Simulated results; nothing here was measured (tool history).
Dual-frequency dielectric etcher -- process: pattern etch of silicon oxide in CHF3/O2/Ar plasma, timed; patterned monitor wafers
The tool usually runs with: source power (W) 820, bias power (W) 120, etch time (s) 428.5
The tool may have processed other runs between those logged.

run	hour	source power (W)	bias power (W)	etch time (s)	wafers since the last listed run	hours since the last wet clean	hours since the last source power generator calibration	hours since the last bias power generator calibration	hours since the last upper electrode change	hours since the gauge calibration	read-back reference wafer on the same gauge, depth_nm	mean etch depth across the wafer (angstrom)
1	0	820	100	428.5	0	375.5	3220.8	1193.3	1074.9	2521.5	800.2	8159
2	38.1	820	100	428.5	158	413.6	3258.9	1231.4	1113	2559.6	800.7	8283
3	118.6	820	140	428.5	334	494.1	3339.4	1311.9	1193.5	2640.1	799.7	9060
4	217.8	820	140	428.5	412	593.3	3438.6	1411.1	1292.7	2739.3	802.8	9282
# hour 242.9: wet clean of the chamber
5	310.9	820	140	428.5	286	68	3531.7	1504.2	1385.8	2832.4	800.3	8913
6	395.9	820	120	428.5	353	153	3616.7	1589.2	1470.8	2917.4	799.8	8609
7	498.8	820	120	428.5	427	255.9	3719.6	1692.1	1573.7	3020.3	798.3	8535
8	568.4	820	120	428.5	289	325.5	3789.2	1761.7	1643.3	3089.9	799.5	8761
# hour 622.7: gauge calibrated
9	641	890	108	514	301	398.1	3861.8	1834.3	1715.9	18.3	800.8	10404
# hour 678.5: bias power generator calibrated
10	684.1	820	120	428.5	162	441.2	3904.9	5.6	1759	61.4	802.7	8746
11	720.3	760	143	428.5	150	477.4	3941.1	41.8	1795.2	97.6	799.5	8923
# hour 782.8: wet clean of the chamber
12	783.3	910	150	528.5	161	0.5	4004.1	104.8	1858.2	160.6	804	11510
13	817.7	820	120	428.5	142	34.9	4038.5	139.2	1892.6	195	798	8557
# hour 876.7: source power generator calibrated
14	920.1	820	148	543.5	408	137.3	43.4	241.6	1995	297.4	800	11456
15	979	940	92	534	244	196.2	102.3	300.5	2053.9	356.3	801.3	10364
16	1177.1	880	146	356.5	822	394.3	300.4	498.6	2252	554.4	801.8	7842
17	1270.1	760	146	359	386	487.3	393.4	591.6	2345	647.4	800.2	7482
# hour 1316.7: wet clean of the chamber
18	1323.5	820	128	534	122	6.8	446.8	645	2398.4	700.8	799.4	10693
19	1380	820	120	428.5	234	63.3	503.3	701.5	2454.9	757.3	801.1	8617
20	1457.4	820	147	379	321	140.7	580.7	778.9	2532.3	834.7	800.2	7996
21	1547.6	760	148	469	374	230.9	670.9	869.1	2622.5	924.9	799.7	9731
22	1602.9	680	120	428.5	229	286.2	726.2	924.4	2677.8	980.2	799.9	8086
# hour 1633: upper electrode replaced
23	1727.7	980	149	486	418	411	851	1049.2	94.7	1105	797.8	11241
24	1775.1	1000	148	428.5	196	458.4	898.4	1096.6	142.1	1152.4	798.8	10053
25	1860.4	820	120	428.5	354	543.7	983.7	1181.9	227.4	1237.7	802.7	8908
# hour 1974: wet clean of the chamber
26	1974.5	820	120	428.5	374	0.5	1097.8	1296	341.5	1351.8	800.4	8333
27	2051.2	660	120	428.5	318	77.2	1174.5	1372.7	418.2	1428.5	799.3	7852
28	2120.9	930	120	312.5	289	146.9	1244.2	1442.4	487.9	1498.2	798	6397
29	2177.2	730	140	346	233	203.2	1300.5	1498.7	544.2	1554.5	802.2	6845
30	2268.6	890	108	514	379	294.6	1391.9	1590.1	635.6	1645.9	800.1	10308

Describe how what the log doesn't record of the tool's condition differs between the last listed run preceding each entry between runs and the first listed run following it.
From run 4 to run 5: wet clean of the chamber (hour 242.9)
  etch rate over this chamber's usual, %: 5.4 -> 0.936
  measured result minus the result with no hidden state, mean etch depth across the wafer (angstrom): +475 -> +82
From run 8 to run 9: gauge calibrated (hour 622.7)
  etch rate over this chamber's usual, %: 3.13 -> 3.75
  measured result minus the result with no hidden state, mean etch depth across the wafer (angstrom): +266 -> +375
From run 9 to run 10: bias power generator calibrated (hour 678.5)
  etch rate over this chamber's usual, %: 3.75 -> 4.11
  measured result minus the result with no hidden state, mean etch depth across the wafer (angstrom): +375 -> +346
From run 11 to run 12: wet clean of the chamber (hour 782.8)
  etch rate over this chamber's usual, %: 4.42 -> 0.349
  measured result minus the result with no hidden state, mean etch depth across the wafer (angstrom): +378 -> +40
From run 13 to run 14: source power generator calibrated (hour 876.7)
  etch rate over this chamber's usual, %: 0.642 -> 1.51
  measured result minus the result with no hidden state, mean etch depth across the wafer (angstrom): +54 -> +170
From run 17 to run 18: wet clean of the chamber (hour 1316.7)
  etch rate over this chamber's usual, %: 4.49 -> 0.729
  measured result minus the result with no hidden state, mean etch depth across the wafer (angstrom): +321 -> +78
From run 22 to run 23: upper electrode replaced (hour 1633)
  etch rate over this chamber's usual, %: 3.11 -> 4.17
  measured result minus the result with no hidden state, mean etch depth across the wafer (angstrom): +243 -> +449
From run 25 to run 26: wet clean of the chamber (hour 1974)
  etch rate over this chamber's usual, %: 5.3 -> -0.674
  measured result minus the result with no hidden state, mean etch depth across the wafer (angstrom): +448 -> -57
